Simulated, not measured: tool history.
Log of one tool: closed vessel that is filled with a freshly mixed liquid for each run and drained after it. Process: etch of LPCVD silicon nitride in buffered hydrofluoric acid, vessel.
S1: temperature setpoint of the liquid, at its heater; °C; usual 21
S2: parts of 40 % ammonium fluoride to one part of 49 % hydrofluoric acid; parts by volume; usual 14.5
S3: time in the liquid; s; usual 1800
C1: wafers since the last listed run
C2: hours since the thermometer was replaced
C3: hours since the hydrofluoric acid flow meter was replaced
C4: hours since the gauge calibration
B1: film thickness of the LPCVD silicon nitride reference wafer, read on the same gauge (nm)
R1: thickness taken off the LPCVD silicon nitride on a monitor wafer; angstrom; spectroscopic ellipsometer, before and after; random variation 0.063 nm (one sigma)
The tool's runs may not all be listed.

Run 1, hour 0: usual settings; C1 0; C2 824.4; C3 1046.1; C4 136.3; B1 30.01. Result: R1 155.9 angstrom.
Run 2, hour 103: usual settings; C1 3904; C2 927.4; C3 1149.1; C4 239.3; B1 30.01. Result: R1 153.7 angstrom.
At hour 131: thermometer replaced.
Run 3, hour 148.2: usual settings; C1 1675; C2 17.2; C3 1194.3; C4 284.5; B1 29.97. Result: R1 152.1 angstrom.
Run 4, hour 196.2: usual settings; C1 1819; C2 65.2; C3 1242.3; C4 332.5; B1 30. Result: R1 152.3 angstrom.
Run 5, hour 276: usual settings; C1 3025; C2 145; C3 1322.1; C4 412.3; B1 30.01. Result: R1 151.6 angstrom.
Run 6, hour 582.4: usual settings but S1 19 °C; C1 11615; C2 451.4; C3 1628.5; C4 718.7; B1 30.05. Result: R1 138.1 angstrom.
Run 7, hour 626.8: usual settings but S1 19 °C; C1 1683; C2 495.8; C3 1672.9; C4 763.1; B1 30.03. Result: R1 137.4 angstrom.
At hour 653.2: hydrofluoric acid flow meter replaced.
Run 8, hour 949.3: usual settings; C1 12188; C2 818.3; C3 296.1; C4 1085.6; B1 30.05. Result: R1 155.7 angstrom.
Run 9, hour 989.6: usual settings; C1 1527; C2 858.6; C3 336.4; C4 1125.9; B1 30. Result: R1 155.8 angstrom.
Run 10, hour 1050: usual settings but S1 17 °C, S2 18 parts by volume, S3 1225 s; C1 2289; C2 919; C3 396.8; C4 1186.3; B1 29.98. Result: R1 68.2 angstrom.
Run 11, hour 1141.5: usual settings but S1 24 °C, S2 9 parts by volume, S3 2610 s; C1 3468; C2 1010.5; C3 488.3; C4 1277.8; B1 30. Result: R1 410.4 angstrom.
Run 12, hour 1177.6: usual settings; C1 1368; C2 1046.6; C3 524.4; C4 1313.9; B1 29.95. Result: R1 155.5 angstrom.
Run 13, hour 1272.8: usual settings but S1 23.5 °C, S3 2780 s; C1 3609; C2 1141.8; C3 619.6; C4 1409.1; B1 29.99. Result: R1 277.5 angstrom.
At hour 1278.6: gauge calibrated.
At hour 1315.9: thermometer replaced.
Run 14, hour 1343: usual settings but S1 23.5 °C, S2 20 parts by volume; C1 2623; C2 27.1; C3 689.8; C4 64.4; B1 29.99. Result: R1 127.8 angstrom.
Run 15, hour 1620.2: usual settings but S1 17.5 °C, S2 18 parts by volume; C1 10508; C2 304.3; C3 967; C4 341.6; B1 30.02. Result: R1 102.3 angstrom.
Run 16, hour 1866: usual settings but S1 23.5 °C, S2 17.5 parts by volume, S3 2355 s; C1 9318; C2 550.1; C3 1212.8; C4 587.4; B1 29.99. Result: R1 192.8 angstrom.
Run 17, hour 1970.2: usual settings; C1 3950; C2 654.3; C3 1317; C4 691.6; B1 30.02. Result: R1 153.2 angstrom.
Run 18, hour 2022.6: usual settings but S1 23 °C, S2 18 parts by volume, S3 1520 s; C1 1986; C2 706.7; C3 1369.4; C4 744; B1 29.99. Result: R1 116.8 angstrom.

3 ways to go on from here, each from the tool as it stands after run 18. What would each give?
Run A, hour 2023.8: usual settings; C1 45; C2 707.9; C3 1370.6; C4 745.2; B1 ?. Result: R1 ?.
Run B, hour 2023.8: usual settings but S1 25 °C; C1 45; C2 707.9; C3 1370.6; C4 745.2; B1 ?. Result: R1 ?.
Run C, hour 2023.8: usual settings but S1 24 °C, S2 11.5 parts by volume; C1 45; C2 707.9; C3 1370.6; C4 745.2; B1 ?. Result: R1 ?.

run     B1     R1
  A  29.98  154.4
  B  29.98  192.3
  C  29.98  228.5
Without the tool's hidden state the same runs would have given:
run     R1
  A  151.5
  B  188.8
  C  224.3

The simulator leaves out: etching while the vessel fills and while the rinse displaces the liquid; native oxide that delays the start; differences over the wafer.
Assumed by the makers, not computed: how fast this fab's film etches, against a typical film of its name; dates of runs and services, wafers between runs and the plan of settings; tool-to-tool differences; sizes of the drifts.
